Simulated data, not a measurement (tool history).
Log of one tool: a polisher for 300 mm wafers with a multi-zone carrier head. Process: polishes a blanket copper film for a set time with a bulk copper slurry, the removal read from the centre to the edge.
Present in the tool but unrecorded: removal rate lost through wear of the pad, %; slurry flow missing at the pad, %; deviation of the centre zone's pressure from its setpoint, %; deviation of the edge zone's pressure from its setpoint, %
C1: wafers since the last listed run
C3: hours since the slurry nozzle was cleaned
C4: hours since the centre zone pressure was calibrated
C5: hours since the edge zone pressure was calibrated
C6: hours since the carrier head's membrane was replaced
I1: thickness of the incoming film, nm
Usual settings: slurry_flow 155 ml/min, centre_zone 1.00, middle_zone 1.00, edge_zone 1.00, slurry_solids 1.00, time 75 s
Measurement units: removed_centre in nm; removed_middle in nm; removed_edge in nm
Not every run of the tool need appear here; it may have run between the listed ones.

Run 1, hour 0.0: usual settings but slurry_solids 0.90; C1 0; wafers polished on this pad 130; C3 516.3; C4 68.8; C5 770.5; C6 1254.7; I1 2536.1. Result: removed_centre 694.8 nm, removed_middle 698.9 nm, removed_edge 716.8 nm.
Run 2, hour 168.7: usual settings but middle_zone 0.91, slurry_solids 1.25; C1 822; wafers polished on this pad 953; C3 685.0; C4 237.5; C5 939.2; C6 1423.4; I1 2501.1. Result: removed_centre 759.3 nm, removed_middle 715.0 nm, removed_edge 800.8 nm.
At hour 174.5: carrier head's membrane replaced by a new one.
Run 3, hour 229.0: usual settings but centre_zone 0.92, slurry_solids 0.80; C1 269; wafers polished on this pad 1222; C3 745.3; C4 297.8; C5 999.5; C6 54.5; I1 2527.3. Result: removed_centre 617.3 nm, removed_middle 687.0 nm, removed_edge 674.7 nm.
Run 4, hour 266.8: usual settings but slurry_flow 195 ml/min, middle_zone 0.92, slurry_solids 1.15, time 54 s; C1 184; wafers polished on this pad 1407; C3 783.1; C4 335.6; C5 1037.3; C6 92.3; I1 2540.6. Result: removed_centre 551.9 nm, removed_middle 531.5 nm, removed_edge 565.1 nm.
Run 5, hour 338.3: usual settings but slurry_flow 200 ml/min, centre_zone 1.07, middle_zone 0.95, edge_zone 1.10; C1 348; wafers polished on this pad 1755; C3 854.6; C4 407.1; C5 1108.8; C6 163.8; I1 2475.5. Result: removed_centre 787.8 nm, removed_middle 705.4 nm, removed_edge 796.2 nm.
At hour 342.8: edge zone pressure recalibrated.
Run 6, hour 368.8: usual settings; C1 139; wafers polished on this pad 1894; C3 885.1; C4 437.6; C5 26.0; C6 194.3; I1 2482.5. Result: removed_centre 711.5 nm, removed_middle 715.2 nm, removed_edge 728.1 nm.
At hour 413.9: slurry nozzle cleaned.
Run 7, hour 421.0: usual settings; C1 249; wafers polished on this pad 2144; C3 7.1; C4 489.8; C5 78.2; C6 246.5; I1 2492.5. Result: removed_centre 715.0 nm, removed_middle 699.4 nm, removed_edge 755.0 nm.
At hour 431.1: worn pad replaced by a new one.
Run 8, hour 482.6: usual settings; C1 280; wafers polished on this pad 250; C3 68.7; C4 551.4; C5 139.8; C6 308.1; I1 2515.4. Result: removed_centre 704.0 nm, removed_middle 721.1 nm, removed_edge 747.1 nm.
Run 9, hour 533.1: usual settings but time 90 s; C1 246; wafers polished on this pad 497; C3 119.2; C4 601.9; C5 190.3; C6 358.6; I1 2554.8. Result: removed_centre 847.9 nm, removed_middle 903.3 nm, removed_edge 888.5 nm.
Run 10, hour 562.6: usual settings but middle_zone 1.03, edge_zone 1.06, slurry_solids 1.15, time 95 s; C1 143; wafers polished on this pad 641; C3 148.7; C4 631.4; C5 219.8; C6 388.1; I1 2530.6. Result: removed_centre 936.8 nm, removed_middle 977.3 nm, removed_edge 982.6 nm.
Run 11, hour 625.7: usual settings but middle_zone 1.07, edge_zone 1.04; C1 307; wafers polished on this pad 948; C3 211.8; C4 694.5; C5 282.9; C6 451.2; I1 2530.4. Result: removed_centre 698.8 nm, removed_middle 766.1 nm, removed_edge 749.2 nm.
Run 12, hour 657.9: usual settings but slurry_flow 205 ml/min, centre_zone 1.09, middle_zone 1.10; C1 157; wafers polished on this pad 1105; C3 244.0; C4 726.7; C5 315.1; C6 483.4; I1 2518.0. Result: removed_centre 813.4 nm, removed_middle 822.0 nm, removed_edge 757.9 nm.
Run 13, hour 687.8: usual settings; C1 145; wafers polished on this pad 1251; C3 273.9; C4 756.6; C5 345.0; C6 513.3; I1 2509.1. Result: removed_centre 697.7 nm, removed_middle 732.4 nm, removed_edge 718.0 nm.
Run 14, hour 729.1: usual settings but middle_zone 1.06, time 61 s; C1 201; wafers polished on this pad 1453; C3 315.2; C4 797.9; C5 386.3; C6 554.6; I1 2506.3. Result: removed_centre 558.4 nm, removed_middle 622.3 nm, removed_edge 588.5 nm.
Run 15, hour 782.7: usual settings; C1 261; wafers polished on this pad 1714; C3 368.8; C4 851.5; C5 439.9; C6 608.2; I1 2518.1. Result: removed_centre 690.4 nm, removed_middle 728.1 nm, removed_edge 735.3 nm.
Run 16, hour 827.2: usual settings but slurry_flow 195 ml/min, middle_zone 0.93, time 55 s; C1 217; wafers polished on this pad 1931; C3 413.3; C4 896.0; C5 484.4; C6 652.7; I1 2517.9. Result: removed_centre 529.5 nm, removed_middle 522.9 nm, removed_edge 563.4 nm.
At hour 866.4: worn pad replaced by a new one.
Run 17, hour 886.9: usual settings but slurry_solids 1.15, time 63 s; C1 271; wafers polished on this pad 99; C3 473.0; C4 955.7; C5 544.1; C6 712.4; I1 2494.4. Result: removed_centre 604.6 nm, removed_middle 640.6 nm, removed_edge 642.6 nm.
Run 18, hour 924.0: usual settings; C1 180; wafers polished on this pad 280; C3 510.1; C4 992.8; C5 581.2; C6 749.5; I1 2516.0. Result: removed_centre 690.8 nm, removed_middle 725.3 nm, removed_edge 737.2 nm.
Run 19, hour 982.0: usual settings but centre_zone 1.04, middle_zone 1.08; C1 282; wafers polished on this pad 563; C3 568.1; C4 1050.8; C5 639.2; C6 807.5; I1 2465.7. Result: removed_centre 700.2 nm, removed_middle 761.4 nm, removed_edge 743.7 nm.

Run 20 is up next; what results do you expect?
Run 20, hour 1023.0: usual settings but time 61 s; C1 199; wafers polished on this pad 763; C3 609.1; C4 1091.8; C5 680.2; C6 848.5; I1 2500.3. Result: removed_centre ?, removed_middle ?, removed_edge ?.

removed_centre: 544.5 nm
removed_middle: 595.8 nm
removed_edge: 599.7 nm
With the hidden condition absent and the run-to-run variation left alone, this run would have shown removed_centre 592.9 nm, removed_middle 595.6 nm, removed_edge 599.7 nm.
